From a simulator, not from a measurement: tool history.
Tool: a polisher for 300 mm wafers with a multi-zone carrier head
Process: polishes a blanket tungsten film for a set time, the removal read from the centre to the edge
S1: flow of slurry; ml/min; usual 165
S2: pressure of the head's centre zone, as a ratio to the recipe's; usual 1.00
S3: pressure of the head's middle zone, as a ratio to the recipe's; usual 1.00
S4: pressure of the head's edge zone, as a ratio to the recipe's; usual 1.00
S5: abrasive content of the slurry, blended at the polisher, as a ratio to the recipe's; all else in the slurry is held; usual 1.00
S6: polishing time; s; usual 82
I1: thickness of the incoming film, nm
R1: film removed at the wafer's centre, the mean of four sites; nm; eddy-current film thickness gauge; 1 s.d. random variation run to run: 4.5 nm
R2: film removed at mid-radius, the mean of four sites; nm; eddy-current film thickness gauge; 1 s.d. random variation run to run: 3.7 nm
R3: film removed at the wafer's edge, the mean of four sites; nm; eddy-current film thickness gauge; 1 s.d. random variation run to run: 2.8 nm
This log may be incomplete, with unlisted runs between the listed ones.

Run 1, hour 0.0: usual settings; I1 1559.6. Result: R1 358.1 nm, R2 369.0 nm, R3 369.3 nm.
Run 2, hour 60.0: usual settings; I1 1551.3. Result: R1 370.6 nm, R2 381.2 nm, R3 392.8 nm.
Run 3, hour 123.4: usual settings; I1 1581.6. Result: R1 349.0 nm, R2 368.0 nm, R3 369.1 nm.
Run 4, hour 155.8: usual settings; I1 1543.3. Result: R1 352.6 nm, R2 367.7 nm, R3 369.0 nm.
Run 5, hour 205.6: usual settings; I1 1548.5. Result: R1 344.0 nm, R2 366.6 nm, R3 363.5 nm.
Run 6, hour 261.0: usual settings but S1 185 ml/min, S5 1.15; I1 1556.6. Result: R1 378.2 nm, R2 392.2 nm, R3 394.6 nm.
Run 7, hour 323.4: usual settings but S1 185 ml/min, S5 1.15; I1 1565.8. Result: R1 364.0 nm, R2 380.0 nm, R3 388.4 nm.
Run 8, hour 360.7: usual settings but S1 185 ml/min, S5 1.15; I1 1586.6. Result: R1 379.6 nm, R2 389.3 nm, R3 385.4 nm.
Run 9, hour 407.7: usual settings but S6 88 s; I1 1564.3. Result: R1 402.4 nm, R2 406.1 nm, R3 411.8 nm.
Run 10, hour 453.0: usual settings; I1 1555.0. Result: R1 367.2 nm, R2 364.1 nm, R3 368.8 nm.
Run 11, hour 520.1: usual settings but S5 0.75; I1 1558.1. Result: R1 333.6 nm, R2 344.0 nm, R3 345.0 nm.
Run 12, hour 564.4: usual settings; I1 1560.2. Result: R1 385.9 nm, R2 385.5 nm, R3 393.4 nm.
Run 13, hour 600.0: usual settings but S4 1.06; I1 1558.9. Result: R1 370.1 nm, R2 373.9 nm, R3 391.7 nm.
Run 14, hour 631.5: usual settings but S1 185 ml/min, S6 101 s; I1 1553.2. Result: R1 465.7 nm, R2 463.4 nm, R3 461.1 nm.
Run 15, hour 667.5: usual settings but S2 1.06; I1 1546.7. Result: R1 373.7 nm, R2 369.6 nm, R3 366.4 nm.
Run 16, hour 719.0: usual settings but S1 115 ml/min, S2 1.09, S4 1.06; I1 1553.0. Result: R1 347.7 nm, R2 342.5 nm, R3 361.0 nm.
Run 17, hour 761.3: usual settings; I1 1546.9. Result: R1 360.6 nm, R2 376.2 nm, R3 381.7 nm.
Run 18, hour 786.4: usual settings but S3 1.10; I1 1573.8. Result: R1 358.3 nm, R2 403.3 nm, R3 371.2 nm.

Between the runs listed above, the log contained 10 entries, not reproduced here. Where in the sequence does each belong, and how does what the log doesn't record of the tool's condition differ from the listed run before to the listed run after?
After run 1, before run 2: worn pad replaced by a new one (hour 59.5)
  removal rate lost through wear of the pad, %: 5.87 -> 1.11; deviation of the centre zone's pressure from its setpoint, %: -5.71 -> -6.44
  difference, measured minus the result without the unlogged condition, R1: -36.2 -> -19.6 nm; R2: -22.9 -> -4.2 nm; R3: -23.1 -> -4.5 nm
After run 2, before run 3: slurry nozzle cleaned (hour 101.4)
  removal rate lost through wear of the pad, %: 1.11 -> 5.77; deviation of the centre zone's pressure from its setpoint, %: -6.44 -> -7.22
  difference, measured minus the result without the unlogged condition, R1: -19.6 -> -38.6 nm; R2: -4.2 -> -22.4 nm; R3: -4.5 -> -22.6 nm
After run 5, before run 6: worn pad replaced by a new one (hour 228.2)
  removal rate lost through wear of the pad, %: 7.34 -> 3.38; deviation of the centre zone's pressure from its setpoint, %: -8.23 -> -8.9
  difference, measured minus the result without the unlogged condition, R1: -47.0 -> -35.9 nm; R2: -28.9 -> -13.7 nm; R3: -28.8 -> -13.8 nm
After run 7, before run 8: centre zone pressure recalibrated (hour 360.2)
  removal rate lost through wear of the pad, %: 5.88 -> 6.44; deviation of the centre zone's pressure from its setpoint, %: -9.67 -> 0.109
  difference, measured minus the result without the unlogged condition, R1: -47.1 -> -25.8 nm; R2: -23.6 -> -26.8 nm; R3: -24.2 -> -26.6 nm
After run 8, before run 9: worn pad replaced by a new one (hour 384.3)
  removal rate lost through wear of the pad, %: 6.44 -> 3.31; deviation of the centre zone's pressure from its setpoint, %: 0.109 -> -0.466
  difference, measured minus the result without the unlogged condition, R1: -25.8 -> -15.0 nm; R2: -26.8 -> -14.0 nm; R3: -26.6 -> -14.1 nm
After run 10, before run 11: slurry nozzle cleaned (hour 500.4)
  removal rate lost through wear of the pad, %: 5.8 -> 7.1; deviation of the centre zone's pressure from its setpoint, %: -1.02 -> -1.84
  difference, measured minus the result without the unlogged condition, R1: -25.1 -> -29.7 nm; R2: -22.4 -> -26.2 nm; R3: -22.7 -> -26.4 nm
After run 11, before run 12: edge zone pressure recalibrated (hour 534.8); carrier head's membrane replaced by a new one (hour 554.5); worn pad replaced by a new one (hour 563.2)
  removal rate lost through wear of the pad, %: 7.1 -> 0.956; deviation of the centre zone's pressure from its setpoint, %: -1.84 -> -2.38
  difference, measured minus the result without the unlogged condition, R1: -29.7 -> -9.5 nm; R2: -26.2 -> -3.7 nm; R3: -26.4 -> -3.8 nm
After run 16, before run 17: worn pad replaced by a new one (hour 731.5)
  removal rate lost through wear of the pad, %: 7.17 -> 4.01; deviation of the centre zone's pressure from its setpoint, %: -4.28 -> -4.79
  difference, measured minus the result without the unlogged condition, R1: -36.9 -> -26.5 nm; R2: -26.4 -> -15.6 nm; R3: -27.9 -> -15.9 nm
